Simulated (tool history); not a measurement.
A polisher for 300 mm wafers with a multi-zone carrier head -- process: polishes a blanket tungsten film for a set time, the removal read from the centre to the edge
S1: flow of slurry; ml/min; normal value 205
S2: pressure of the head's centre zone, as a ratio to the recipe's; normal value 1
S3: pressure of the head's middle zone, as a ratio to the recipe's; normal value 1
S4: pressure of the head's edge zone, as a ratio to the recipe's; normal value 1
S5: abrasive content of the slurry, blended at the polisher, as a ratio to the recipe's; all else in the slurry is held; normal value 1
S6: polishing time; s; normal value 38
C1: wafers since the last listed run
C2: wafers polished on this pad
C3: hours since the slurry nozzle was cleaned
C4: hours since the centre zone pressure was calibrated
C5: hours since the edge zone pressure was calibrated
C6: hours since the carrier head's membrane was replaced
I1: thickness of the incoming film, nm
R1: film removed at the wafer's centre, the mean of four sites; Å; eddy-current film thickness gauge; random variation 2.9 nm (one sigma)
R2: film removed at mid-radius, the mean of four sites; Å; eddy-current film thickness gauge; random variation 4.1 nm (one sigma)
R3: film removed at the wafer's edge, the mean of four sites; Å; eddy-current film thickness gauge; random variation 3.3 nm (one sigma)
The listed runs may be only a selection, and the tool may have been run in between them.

run	hour	S1	S2	S3	S4	S5	S6	C1	C2	C3	C4	C5	C6	I1	R1	R2	R3
1	0	205	1	1	1	1	38	0	1510	92.9	25.1	700.8	957.8	1487.6	3128	3080	3034
# hour 27.3: carrier head's membrane replaced by a new one
2	95.1	205	1	1	1	1	38	760	2271	188	120.2	795.9	67.8	1512.5	3179	3090	3046
# hour 122.9: worn pad replaced by a new one
3	153.4	205	1	1	1	1	38	458	257	246.3	178.5	854.2	126.1	1495.7	3230	3066	3076
4	210.5	205	1	1	1	1	38	481	739	303.4	235.6	911.3	183.2	1492.3	3194	2968	2991
5	308	205	1	1	1	1	38	822	1562	400.9	333.1	1008.8	280.7	1477.7	3276	3049	3002
6	398.1	205	1	1	1	1	38	760	2322	491	423.2	1098.9	370.8	1498.8	3234	3058	2983
# hour 470.9: worn pad replaced by a new one
# hour 497.3: slurry nozzle cleaned
7	500.5	205	1	1	1	1	38	821	241	3.2	525.6	1201.3	473.2	1484.9	3448	3132	3104
# hour 539.9: centre zone pressure recalibrated
8	598.2	205	1	1	1	1	38	807	1048	100.9	58.3	1299	570.9	1508.8	3185	3193	3112
9	674.7	225	1	1	1	1	38	645	1694	177.4	134.8	1375.5	647.4	1486.6	3283	3082	3125
# hour 699.1: edge zone pressure recalibrated
10	779.1	205	1	1	1	1.15	38	864	2558	281.8	239.2	80	751.8	1496.6	3329	3215	3162
# hour 815.2: worn pad replaced by a new one
11	874.8	160	1	1	1.06	1.1	38	773	503	377.5	334.9	175.7	847.5	1486.1	3124	2922	3088
12	974.9	205	0.92	1	1.04	1	38	844	1347	477.6	435	275.8	947.6	1466.1	2987	3032	3098
# hour 1044.1: centre zone pressure recalibrated
13	1082.8	205	1	1	1	1	38	893	2241	585.5	38.7	383.7	1055.5	1490	3009	3028	3012
# hour 1088.8: worn pad replaced by a new one
# hour 1121.9: carrier head's membrane replaced by a new one
14	1146.9	205	1	0.96	1	0.9	38	465	447	649.6	102.8	447.8	25	1468.4	2987	2826	2901
# hour 1176: slurry nozzle cleaned
15	1184	205	1	0.89	1	0.75	38	304	752	8	139.9	484.9	62.1	1478	2951	2693	2827
16	1263.2	205	1	1	1	1.1	38	668	1420	87.2	219.1	564.1	141.3	1505.2	3270	3179	3113
17	1337.5	205	1	1	1.06	0.75	32	627	2047	161.5	293.4	638.4	215.6	1520.3	2511	2383	2446
18	1403.9	205	1	1.06	1.11	1	38	560	2608	227.9	359.8	704.8	282	1489.9	3191	3039	3175
# hour 1433.8: worn pad replaced by a new one
19	1490.9	175	1.03	1	1	1	38	700	481	314.9	446.8	791.8	369	1502.8	3164	2942	2978
20	1541	205	1	1	1	1	38	422	904	365	496.9	841.9	419.1	1492	3242	3105	3009

Each row is a separate what-if for the run after 20, all from the same tool condition, not one after another. Results?
A	1541.4	205	0.92	1	1	1	38	3	907	365.4	497.3	842.3	419.5	1500.1	?	?	?
B	1541.4	205	1.08	0.89	1	0.7	38	3	907	365.4	497.3	842.3	419.5	1500.1	?	?	?
C	1541.4	205	1.04	1	1	1	38	3	907	365.4	497.3	842.3	419.5	1500.1	?	?	?
D	1541.4	205	1	0.89	1	1.25	38	3	907	365.4	497.3	842.3	419.5	1500.1	?	?	?

run	R1	R2	R3
A	2955	3035	3073
B	3111	2548	2760
C	3341	3032	3073
D	3426	3032	3283
With the hidden condition removed and each run's random variation left untouched, the same runs would have given:
run	R1	R2	R3
A	2870	3164	3167
B	3025	2657	2845
C	3248	3162	3167
D	3330	3161	3384
